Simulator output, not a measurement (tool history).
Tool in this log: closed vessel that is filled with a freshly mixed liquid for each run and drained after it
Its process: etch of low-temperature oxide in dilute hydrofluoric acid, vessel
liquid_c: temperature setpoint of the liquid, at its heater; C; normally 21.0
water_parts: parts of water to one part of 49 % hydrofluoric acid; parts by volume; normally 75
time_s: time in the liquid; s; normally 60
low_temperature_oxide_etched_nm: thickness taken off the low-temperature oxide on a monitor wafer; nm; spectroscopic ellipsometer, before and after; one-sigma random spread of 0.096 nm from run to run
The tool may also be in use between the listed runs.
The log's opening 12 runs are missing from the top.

run,hour,liquid_c,water_parts,time_s,wafers since the last listed run,hours since the thermometer was replaced,hours since the hydrofluoric acid flow meter was replaced,hours since the gauge calibration,"read-back film thickness of the low-temperature oxide reference wafer, read on the same gauge (nm)",low_temperature_oxide_etched_nm
13,596.4,19.5,90,60,7564,65.7,1194.9,1516.9,114.60,11.18
14,623.5,21.0,60,30,3139,92.8,1222.0,1544.0,114.43,9.16
15,664.8,21.0,75,60,4784,134.1,1263.3,1585.3,114.23,14.38
16,714.3,17.5,45,45,5734,183.6,1312.8,1634.8,113.87,15.99
17,764.8,26.0,105,50,5850,234.1,1363.3,1685.3,113.49,9.92
18,802.6,18.0,55,90,4379,271.9,1401.1,1723.1,113.27,26.37
19,849.1,21.0,75,60,5386,318.4,1447.6,1769.6,112.90,14.27
# hour 862.9: gauge calibrated
# hour 864.2: hydrofluoric acid flow meter replaced
20,902.1,19.5,90,60,6024,371.4,37.9,39.2,118.95,11.70
21,929.5,23.0,85,30,3174,398.8,65.3,66.6,118.99,7.04
22,976.4,23.5,75,70,5433,445.7,112.2,113.5,118.98,19.31
23,1011.1,21.0,75,60,4019,480.4,146.9,148.2,118.93,14.94
24,1043.5,19.0,110,40,3753,512.8,179.3,180.6,118.93,6.03
25,1105.6,26.0,40,60,7194,574.9,241.4,242.7,118.91,35.92
26,1171.8,21.0,75,60,7669,641.1,307.6,308.9,118.82,15.04
27,1222.2,23.0,105,35,5838,691.5,358.0,359.3,118.66,6.56
28,1258.1,21.0,100,90,4158,727.4,393.9,395.2,118.70,16.44
29,1329.1,24.0,90,30,8225,798.4,464.9,466.2,118.51,6.93
30,1355.7,21.0,105,45,3081,825.0,491.5,492.8,118.51,7.70
31,1498.4,25.5,55,90,16531,967.7,634.2,635.5,118.18,37.50
32,1531.6,24.0,40,85,3846,1000.9,667.4,668.7,118.06,47.26

Consider 4 possible next runs. They are alternatives, not a sequence: every one starts from the tool as it was left by run 32. What does each give?
A,1532.3,23.5,75,60,81,1001.6,668.1,669.4,?,?
B,1532.3,19.0,85,80,81,1001.6,668.1,669.4,?,?
C,1532.3,25.5,90,75,81,1001.6,668.1,669.4,?,?
D,1532.3,21.0,75,35,81,1001.6,668.1,669.4,?,?

run,"read-back film thickness of the low-temperature oxide reference wafer, read on the same gauge (nm)",low_temperature_oxide_etched_nm
A,118.06,16.58
B,118.06,16.01
C,118.06,18.35
D,118.06,8.73
Stripped of hidden state, with their random variation kept, the same runs would have yielded:
run,low_temperature_oxide_etched_nm
A,16.85
B,16.28
C,18.65
D,8.87
